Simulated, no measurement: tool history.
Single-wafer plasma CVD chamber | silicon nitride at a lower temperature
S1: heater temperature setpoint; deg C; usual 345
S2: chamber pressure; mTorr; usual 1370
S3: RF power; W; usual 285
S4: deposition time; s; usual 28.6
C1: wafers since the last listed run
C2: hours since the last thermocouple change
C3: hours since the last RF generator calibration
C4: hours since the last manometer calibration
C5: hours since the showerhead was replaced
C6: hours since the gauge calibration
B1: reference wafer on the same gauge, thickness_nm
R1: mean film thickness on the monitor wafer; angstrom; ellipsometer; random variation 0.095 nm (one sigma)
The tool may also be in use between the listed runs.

run,hour,S1,S2,S3,S4,C1,C2,C3,C4,C5,C6,B1,R1
1,0.0,345,1370,285,30.1,0,1398.7,1120.1,1039.2,3580.0,1965.7,25.905,305.67
2,70.2,345,1370,285,30.1,2126,1468.9,1190.3,1109.4,3650.2,2035.9,25.911,305.59
3,139.6,345,1370,285,28.6,2102,1538.3,1259.7,1178.8,3719.6,2105.3,25.904,290.94
4,432.8,345,1370,285,28.6,8881,1831.5,1552.9,1472.0,4012.8,2398.5,25.917,293.06
# hour 475.3: RF generator calibrated
5,497.2,345,1370,285,28.6,1708,1895.9,21.9,1536.4,4077.2,2462.9,25.886,300.91
6,534.2,345,1370,285,28.6,1120,1932.9,58.9,1573.4,4114.2,2499.9,25.893,300.40
7,602.5,345,1370,285,28.6,2068,2001.2,127.2,1641.7,4182.5,2568.2,25.912,299.31
8,642.3,345,1370,285,28.6,1205,2041.0,167.0,1681.5,4222.3,2608.0,25.894,298.35
9,725.0,345,1370,285,28.6,2505,2123.7,249.7,1764.2,4305.0,2690.7,25.906,297.18
10,824.2,345,1370,285,28.6,3004,2222.9,348.9,1863.4,4404.2,2789.9,25.912,298.42
# hour 845.7: capacitance manometer re-zeroed and calibrated
11,928.0,345,1370,285,28.6,2901,2326.7,452.7,82.3,4508.0,2893.7,25.916,290.49
# hour 937.9: gauge calibrated
# hour 986.8: showerhead replaced
12,1029.4,345,1130,285,28.6,2829,2428.1,554.1,183.7,42.6,91.5,25.898,281.63
13,1072.5,345,1130,285,28.6,1305,2471.2,597.2,226.8,85.7,134.6,25.900,280.05
14,1139.8,339,1570,310,24.1,2038,2538.5,664.5,294.1,153.0,201.9,25.895,270.88
# hour 1155.7: thermocouple changed; heater temperature recalibrated
15,1204.7,332,1370,285,25.3,1723,49.0,729.4,359.0,217.9,266.8,25.884,258.62
16,1277.1,345,1370,285,28.6,2193,121.4,801.8,431.4,290.3,339.2,25.903,292.94
17,1370.8,349,1050,235,23.0,2838,215.1,895.5,525.1,384.0,432.9,25.889,189.37
18,1446.5,345,1370,300,23.9,2293,290.8,971.2,600.8,459.7,508.6,25.907,252.95
19,1503.1,345,1150,310,31.4,1714,347.4,1027.8,657.4,516.3,565.2,25.910,328.25
20,1548.6,345,1130,285,32.7,1378,392.9,1073.3,702.9,561.8,610.7,25.915,321.05
21,1655.4,345,1370,285,28.6,3235,499.7,1180.1,809.7,668.6,717.5,25.889,291.61
22,1719.9,345,1670,310,28.6,1953,564.2,1244.6,874.2,733.1,782.0,25.894,323.63
# hour 1730.0: RF generator calibrated
23,1826.0,345,1370,285,26.9,2971,670.3,96.0,980.3,839.2,888.1,25.904,277.18
24,1933.4,352,1110,285,28.6,3253,777.7,203.4,1087.7,946.6,995.5,25.890,281.07
25,2022.8,345,1510,335,28.6,2708,867.1,292.8,1177.1,1036.0,1084.9,25.890,339.29
26,2116.1,345,1560,285,34.0,2826,960.4,386.1,1270.4,1129.3,1178.2,25.921,357.63
27,2156.4,345,1370,230,25.6,1220,1000.7,426.4,1310.7,1169.6,1218.5,25.925,220.88
28,2249.8,345,1370,285,28.6,2829,1094.1,519.8,1404.1,1263.0,1311.9,25.874,295.53

4 ways to go on from here, each from the tool as it stands after run 28. What would each give?
A,2250.2,345,1370,285,28.6,12,1094.5,520.2,1404.5,1263.4,1312.3,?,?
B,2250.2,338,1370,260,28.6,12,1094.5,520.2,1404.5,1263.4,1312.3,?,?
C,2250.2,345,1370,260,27.0,12,1094.5,520.2,1404.5,1263.4,1312.3,?,?
D,2250.2,337,1120,265,26.9,12,1094.5,520.2,1404.5,1263.4,1312.3,?,?

run,B1,R1
A,25.870,294.85
B,25.870,274.91
C,25.870,258.80
D,25.870,252.14
Without the tool's hidden state the same runs would have given:
run,R1
A,297.15
B,277.26
C,261.01
D,254.20

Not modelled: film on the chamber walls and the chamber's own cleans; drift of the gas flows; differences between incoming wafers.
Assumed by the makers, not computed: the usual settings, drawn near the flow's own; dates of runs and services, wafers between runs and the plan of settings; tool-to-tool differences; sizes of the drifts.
